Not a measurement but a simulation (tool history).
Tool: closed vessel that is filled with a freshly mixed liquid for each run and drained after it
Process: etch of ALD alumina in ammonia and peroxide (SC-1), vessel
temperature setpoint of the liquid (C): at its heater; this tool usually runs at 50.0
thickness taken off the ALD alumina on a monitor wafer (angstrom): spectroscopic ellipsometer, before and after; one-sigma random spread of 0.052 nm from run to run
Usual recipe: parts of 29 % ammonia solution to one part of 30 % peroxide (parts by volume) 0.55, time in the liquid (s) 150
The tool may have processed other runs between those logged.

| run | hour | temperature setpoint of the liquid (C) | parts of 29 % ammonia solution to one part of 30 % peroxide (parts by volume) | time in the liquid (s) | read-back film thickness of the ALD alumina reference wafer, read on the same gauge (nm) | thickness taken off the ALD alumina on a monitor wafer (angstrom) |
|---|---|---|---|---|---|---|
| 1 | 0.0 | 50.0 | 0.55 | 150 | 80.00 | 61.7 |
| 2 | 52.7 | 50.0 | 0.55 | 150 | 80.01 | 60.6 |
| 3 | 96.8 | 50.0 | 0.55 | 150 | 80.02 | 61.0 |
| 4 | 153.1 | 50.0 | 0.55 | 150 | 80.01 | 61.1 |
|  | 167.6 | thermometer replaced |
| 5 | 196.8 | 50.0 | 0.55 | 150 | 79.99 | 62.0 |
| 6 | 254.5 | 50.0 | 0.55 | 150 | 80.02 | 60.4 |
| 7 | 282.8 | 50.0 | 0.55 | 120 | 80.00 | 48.0 |
| 8 | 334.0 | 50.0 | 0.55 | 120 | 80.01 | 48.5 |
|  | 400.8 | new drum of ammonia solution connected |
| 9 | 402.9 | 50.0 | 0.55 | 150 | 80.01 | 61.2 |
|  | 415.9 | gauge calibrated |
| 10 | 430.2 | 50.0 | 0.55 | 150 | 80.00 | 60.6 |
| 11 | 459.1 | 50.0 | 0.40 | 150 | 79.98 | 59.5 |
| 12 | 504.6 | 50.0 | 0.40 | 150 | 79.99 | 59.5 |
|  | 549.1 | ammonia flow meter replaced |
| 13 | 575.1 | 50.0 | 0.55 | 150 | 80.00 | 60.2 |
| 14 | 602.6 | 50.0 | 0.55 | 150 | 80.02 | 60.9 |
| 15 | 637.3 | 57.0 | 0.85 | 85 | 79.99 | 52.1 |
| 16 | 668.7 | 43.5 | 0.35 | 150 | 80.00 | 40.3 |
|  | 710.2 | thermometer replaced |
| 17 | 723.8 | 53.5 | 0.55 | 90 | 79.99 | 44.1 |
| 18 | 753.7 | 50.0 | 0.55 | 150 | 80.01 | 61.8 |
| 19 | 800.5 | 50.0 | 0.55 | 150 | 80.02 | 60.7 |
| 20 | 850.0 | 57.0 | 0.30 | 150 | 80.00 | 82.5 |
| 21 | 918.9 | 47.0 | 0.55 | 150 | 80.00 | 51.0 |
|  | 934.6 | new drum of ammonia solution connected |
| 22 | 988.1 | 50.0 | 0.55 | 150 | 79.98 | 60.8 |
| 23 | 1114.6 | 41.0 | 0.45 | 195 | 80.00 | 46.1 |
| 24 | 1162.2 | 44.0 | 0.55 | 125 | 80.01 | 36.0 |
| 25 | 1195.6 | 58.5 | 0.30 | 80 | 79.99 | 49.0 |
|  | 1226.0 | thermometer replaced |
| 26 | 1232.2 | 50.0 | 0.55 | 150 | 80.00 | 60.2 |

Alternative continuations, all from the tool just after run 26; predict every row:
| A | 1232.9 | 59.5 | 0.55 | 150 | ? | ? |
| B | 1232.9 | 50.0 | 0.65 | 80 | ? | ? |
| C | 1232.9 | 50.0 | 0.70 | 150 | ? | ? |
| D | 1232.9 | 50.0 | 0.30 | 150 | ? | ? |
| E | 1232.9 | 55.0 | 0.40 | 115 | ? | ? |

| run | read-back film thickness of the ALD alumina reference wafer, read on the same gauge (nm) | thickness taken off the ALD alumina on a monitor wafer (angstrom) |
|---|---|---|
| A | 80.01 | 101.1 |
| B | 80.01 | 33.1 |
| C | 80.01 | 62.4 |
| D | 80.01 | 57.6 |
| E | 80.01 | 59.5 |
Without the tool's unlogged condition, the same runs would have read:
| run | thickness taken off the ALD alumina on a monitor wafer (angstrom) |
|---|---|
| A | 101.1 |
| B | 33.1 |
| C | 62.4 |
| D | 57.6 |
| E | 59.5 |

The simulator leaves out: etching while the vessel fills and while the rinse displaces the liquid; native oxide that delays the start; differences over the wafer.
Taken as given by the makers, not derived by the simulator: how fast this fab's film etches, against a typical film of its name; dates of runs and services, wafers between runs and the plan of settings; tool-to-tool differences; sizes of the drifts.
